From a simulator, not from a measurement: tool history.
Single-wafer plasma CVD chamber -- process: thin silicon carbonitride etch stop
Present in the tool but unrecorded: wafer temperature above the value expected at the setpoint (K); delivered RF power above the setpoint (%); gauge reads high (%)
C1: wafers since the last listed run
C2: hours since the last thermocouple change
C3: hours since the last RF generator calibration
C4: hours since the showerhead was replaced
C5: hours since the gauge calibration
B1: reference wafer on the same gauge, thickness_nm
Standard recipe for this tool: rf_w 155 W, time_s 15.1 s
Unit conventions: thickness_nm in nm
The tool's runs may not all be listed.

run 1 day=0 | rf_w=155 time_s=16.4 | C1=0 C2=1349 C3=278.1 C4=6322.9 C5=1333.1 | B1=6.762 | thickness_nm=8.498
run 2 day=3.404 | rf_w=155 time_s=15.9 | C1=2117 C2=1430.7 C3=359.8 C4=6404.6 C5=1414.8 | B1=6.76 | thickness_nm=8.24
run 3 day=5.425 | rf_w=155 time_s=15.9 | C1=1257 C2=1479.2 C3=408.3 C4=6453.1 C5=1463.3 | B1=6.76 | thickness_nm=8.257
run 4 day=9.7 | rf_w=155 time_s=15.9 | C1=2659 C2=1581.8 C3=510.9 C4=6555.7 C5=1565.9 | B1=6.756 | thickness_nm=8.238
run 5 day=12.412 | rf_w=155 time_s=15.1 | C1=1687 C2=1646.9 C3=576 C4=6620.8 C5=1631 | B1=6.764 | thickness_nm=7.842
run 6 day=16.542 | rf_w=180 time_s=15.1 | C1=2568 C2=1746 C3=675.1 C4=6719.9 C5=1730.1 | B1=6.766 | thickness_nm=8.042
run 7 day=20.921 | rf_w=145 time_s=15.1 | C1=2724 C2=1851.1 C3=780.2 C4=6825 C5=1835.2 | B1=6.756 | thickness_nm=7.758
run 8 day=23.158 | rf_w=145 time_s=15.1 | C1=1392 C2=1904.8 C3=833.9 C4=6878.7 C5=1888.9 | B1=6.77 | thickness_nm=7.743
-- day=30.875 gauge calibrated
run 9 day=31.088 | rf_w=155 time_s=15.1 | C1=4932 C2=2095.1 C3=1024.2 C4=7069 C5=5.1 | B1=6.758 | thickness_nm=7.814
run 10 day=39.167 | rf_w=180 time_s=16.8 | C1=5026 C2=2289 C3=1218.1 C4=7262.9 C5=199 | B1=6.766 | thickness_nm=9.057
-- day=39.929 showerhead replaced
run 11 day=43.45 | rf_w=180 time_s=12.3 | C1=2457 C2=2391.8 C3=1320.9 C4=84.5 C5=301.8 | B1=6.75 | thickness_nm=6.583
-- day=45.65 RF generator calibrated
-- day=46.371 thermocouple changed; heater temperature recalibrated
run 12 day=46.392 | rf_w=170 time_s=15.1 | C1=1415 C2=0.5 C3=17.8 C4=155.1 C5=372.4 | B1=6.758 | thickness_nm=7.983
run 13 day=47.904 | rf_w=145 time_s=12.4 | C1=940 C2=36.8 C3=54.1 C4=191.4 C5=408.7 | B1=6.763 | thickness_nm=6.326
run 14 day=51.625 | rf_w=140 time_s=12.8 | C1=2314 C2=126.1 C3=143.4 C4=280.7 C5=498 | B1=6.757 | thickness_nm=6.55
run 15 day=64.504 | rf_w=175 time_s=17.4 | C1=8012 C2=435.2 C3=452.5 C4=589.8 C5=807.1 | B1=6.763 | thickness_nm=9.244
run 16 day=68 | rf_w=155 time_s=15.1 | C1=2174 C2=519.1 C3=536.4 C4=673.7 C5=891 | B1=6.771 | thickness_nm=7.876

Below are 3 alternative next runs, each starting from the tool's condition after run 16. Predict each:
run A day=68.017 | rf_w=155 time_s=17.3 | C1=10 C2=519.5 C3=536.8 C4=674.1 C5=891.4 | B1=? | thickness_nm=?
run B day=68.017 | rf_w=135 time_s=12.9 | C1=10 C2=519.5 C3=536.8 C4=674.1 C5=891.4 | B1=? | thickness_nm=?
run C day=68.017 | rf_w=155 time_s=12.9 | C1=10 C2=519.5 C3=536.8 C4=674.1 C5=891.4 | B1=? | thickness_nm=?

run=A B1=6.764 thickness_nm=9.004
run=B B1=6.764 thickness_nm=6.54
run=C B1=6.764 thickness_nm=6.714
Had the tool no hidden state, the same runs would have come out as:
run=A thickness_nm=9.004
run=B thickness_nm=6.54
run=C thickness_nm=6.714
